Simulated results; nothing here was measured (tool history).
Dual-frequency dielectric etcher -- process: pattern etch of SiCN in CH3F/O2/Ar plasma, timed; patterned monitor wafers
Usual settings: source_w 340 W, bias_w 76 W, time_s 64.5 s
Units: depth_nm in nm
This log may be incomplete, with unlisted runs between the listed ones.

run   hour  source_w  bias_w  time_s  wafers since the last listed run  hours since the last wet clean  hours since the last source power generator calibration  hours since the last bias power generator calibration  hours since the last upper electrode change  hours since the gauge calibration  read-back reference wafer on the same gauge, depth_nm  depth_nm
  1    0.0       340      76    64.5                                 0                           169.4                                                   2225.0                                                 4908.7                                       2511.7                              317.1                                                  23.01     26.60
  2   10.2       290      76    64.5                                85                           179.6                                                   2235.2                                                 4918.9                                       2521.9                              327.3                                                  22.99     24.67
  3   19.4       290      76    64.5                                76                           188.8                                                   2244.4                                                 4928.1                                       2531.1                              336.5                                                  23.00     24.68
  4   33.9       370      89    64.5                               121                           203.3                                                   2258.9                                                 4942.6                                       2545.6                              351.0                                                  23.00     29.79
  5   51.2       370      89    64.5                               144                           220.6                                                   2276.2                                                 4959.9                                       2562.9                              368.3                                                  23.00     29.86
  6   66.1       370      89    64.5                               124                           235.5                                                   2291.1                                                 4974.8                                       2577.8                              383.2                                                  23.01     29.89
  7   74.6       340      76    64.5                                70                           244.0                                                   2299.6                                                 4983.3                                       2586.3                              391.7                                                  22.99     26.74
  8   81.7       340      76    64.5                                59                           251.1                                                   2306.7                                                 4990.4                                       2593.4                              398.8                                                  23.02     26.71
  9  129.7       340      76    64.5                               400                           299.1                                                   2354.7                                                 5038.4                                       2641.4                              446.8                                                  23.01     26.82
 10  140.4       340      76    64.5                                89                           309.8                                                   2365.4                                                 5049.1                                       2652.1                              457.5                                                  23.00     26.78
     149.4  -- bias power generator calibrated
 11  151.7       340      76    60.5                                60                           321.1                                                   2376.7                                                    2.3                                       2663.4                              468.8                                                  23.00     25.19
 12  168.5       260      76    80.5                               140                           337.9                                                   2393.5                                                   19.1                                       2680.2                              485.6                                                  23.01     29.43
     198.7  -- wet clean of the chamber
 13  199.2       340      93    64.5                                55                             0.5                                                   2424.2                                                   49.8                                       2710.9                              516.3                                                  23.00     29.04
 14  199.5       400      69    80.0                                 2                             0.8                                                   2424.5                                                   50.1                                       2711.2                              516.6                                                  23.01     33.96
 15  207.3       340      76    64.5                                65                             8.6                                                   2432.3                                                   57.9                                       2719.0                              524.4                                                  22.99     26.49
 16  224.3       380      61    71.5                               141                            25.6                                                   2449.3                                                   74.9                                       2736.0                              541.4                                                  22.99     28.05
     251.6  -- upper electrode replaced
 17  252.1       340      76    64.5                                31                            53.4                                                   2477.1                                                  102.7                                          0.5                              569.2                                                  23.01     26.58
 18  252.4       380      76    82.5                                 2                            53.7                                                   2477.4                                                  103.0                                          0.8                              569.5                                                  23.01     35.81
 19  261.3       340      87    64.5                                74                            62.6                                                   2486.3                                                  111.9                                          9.7                              578.4                                                  22.99     28.35
 20  277.7       370      81    54.0                               136                            79.0                                                   2502.7                                                  128.3                                         26.1                              594.8                                                  23.02     23.85
 21  292.0       280      59    57.0                               119                            93.3                                                   2517.0                                                  142.6                                         40.4                              609.1                                                  23.01     19.07
     342.0  -- source power generator calibrated
 22  343.0       310      76    48.5                               392                           144.3                                                      1.0                                                  193.6                                         91.4                              660.1                                                  23.01     18.80
     348.0  -- gauge calibrated
 23  357.5       370      89    64.5                               121                           158.8                                                     15.5                                                  208.1                                        105.9                                9.5                                                  23.00     29.30
 24  364.9       340      76    64.5                                61                           166.2                                                     22.9                                                  215.5                                        113.3                               16.9                                                  22.99     26.19
 25  374.1       380      62    64.5                                76                           175.4                                                     32.1                                                  224.7                                        122.5                               26.1                                                  22.99     25.11
 26  389.1       280      76    64.5                               125                           190.4                                                     47.1                                                  239.7                                        137.5                               41.1                                                  23.01     23.87
 27  395.4       340      92    64.5                                52                           196.7                                                     53.4                                                  246.0                                        143.8                               47.4                                                  22.99     28.57
 28  406.4       340      76    47.5                                91                           207.7                                                     64.4                                                  257.0                                        154.8                               58.4                                                  22.98     19.32
 29  423.3       340      76    64.5                               141                           224.6                                                     81.3                                                  273.9                                        171.7                               75.3                                                  23.00     26.24
 30  438.8       400      58    76.5                               129                           240.1                                                     96.8                                                  289.4                                        187.2                               90.8                                                  23.00     29.60
 31  470.5       380      62    64.5                               264                           271.8                                                    128.5                                                  321.1                                        218.9                              122.5                                                  23.00     25.15

Consider 3 possible next runs. They are alternatives, not a sequence: every one starts from the tool as it was left by run 31. What does each give?
  A  470.9       340      76    64.5                                 3                           272.2                                                    128.9                                                  321.5                                        219.3                              122.9                                                      ?         ?
  B  470.9       320      92    58.5                                 3                           272.2                                                    128.9                                                  321.5                                        219.3                              122.9                                                      ?         ?
  C  470.9       390      64    55.0                                 3                           272.2                                                    128.9                                                  321.5                                        219.3                              122.9                                                      ?         ?

run  read-back reference wafer on the same gauge, depth_nm  depth_nm
  A                                                  23.01     26.30
  B                                                  23.01     25.33
  C                                                  23.01     22.09
Without the tool's hidden state the same runs would have given:
run  depth_nm
  A     26.14
  B     25.17
  C     21.95
